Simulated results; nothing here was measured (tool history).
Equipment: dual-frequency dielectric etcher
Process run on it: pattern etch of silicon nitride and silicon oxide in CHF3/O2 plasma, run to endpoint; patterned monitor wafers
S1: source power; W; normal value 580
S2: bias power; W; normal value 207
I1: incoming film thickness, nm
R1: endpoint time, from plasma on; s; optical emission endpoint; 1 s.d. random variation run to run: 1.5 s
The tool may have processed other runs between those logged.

run	hour	S1	S2	I1	R1
1	0	580	207	254	168.7
2	30.7	580	207	255.4	169.5
3	96.4	580	207	253.7	172.8
4	123.2	580	207	253.2	171.3
5	158.7	580	207	253.3	174.3
6	171.1	650	207	256.2	163.7
7	199.6	650	207	256	164.8
8	212.3	580	207	254.4	173.7
9	236.7	580	207	255.3	176.1
10	270.5	580	207	254.1	171.4
11	306	580	230	252.7	167
12	322.2	630	166	253.4	190.4
# hour 378.6: wet clean of the chamber
13	391.7	630	166	254.4	178.8
# hour 414.6: source power generator calibrated
14	421.6	580	191	255.8	181.7
15	445.7	630	177	253.7	178.9
16	464.4	660	194	254.3	166
17	477.4	580	207	255.7	174.5
18	512.5	540	158	254.7	199.8
19	537.2	580	158	254.2	198

What will run 20 give?
20	604.2	680	233	253.6	?

R1: 152.9 s
Had the tool carried no hidden state, the very same run would have given R1 148.3 s.
